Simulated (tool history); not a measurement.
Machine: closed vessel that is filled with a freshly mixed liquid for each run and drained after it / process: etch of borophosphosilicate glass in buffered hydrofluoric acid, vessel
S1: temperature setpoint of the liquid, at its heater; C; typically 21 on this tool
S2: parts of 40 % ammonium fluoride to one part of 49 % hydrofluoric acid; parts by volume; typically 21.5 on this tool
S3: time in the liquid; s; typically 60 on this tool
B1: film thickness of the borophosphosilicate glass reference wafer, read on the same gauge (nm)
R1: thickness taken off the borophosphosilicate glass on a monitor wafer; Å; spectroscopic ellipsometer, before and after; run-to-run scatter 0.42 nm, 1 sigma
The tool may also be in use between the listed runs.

run	hour	S1	S2	S3	B1	R1
1	0	21	21.5	60	139.97	477.3
2	49.7	21	21.5	60	139.99	482.6
3	129.9	21	20	60	140.03	498.1
4	195	21	21.5	70	139.99	551
5	257.9	19	23.5	60	139.99	391.7
6	351.6	19	23.5	60	140.01	392.7
7	409.8	21	21.5	80	140.03	612.5
8	479.9	21	26.5	60	140	393.4
9	530.2	21	26.5	60	140.02	394.5
10	569.9	21	21.5	60	140	455.8
# hour 630.1: gauge calibrated
11	635.2	21	21.5	60	140	448.4
# hour 701.9: thermometer replaced
12	730.8	26	18	60	140.05	702
13	791.1	19	16.5	30	140.02	257
# hour 860.4: hydrofluoric acid flow meter replaced
14	880.9	18.5	18.5	85	139.97	721.5
15	974.4	21	21.5	75	140	644.4
16	1046.9	21	21.5	30	139.99	250.4
17	1124.7	21	25	60	139.94	451.1
18	1193.7	21	21.5	60	139.96	498.2

Alternative continuations, all from the tool just after run 18; predict every row:
A	1194.4	21	21.5	60	?	?
B	1194.4	25.5	21.5	30	?	?
C	1194.4	21	16.5	90	?	?
D	1194.4	21	17.5	60	?	?

run	B1	R1
A	140.02	499.1
B	140.02	319.1
C	140.02	938.2
D	140.02	590
Without the tool's hidden state the same runs would have given:
run	R1
A	527.8
B	337.3
C	1007.1
D	633.4
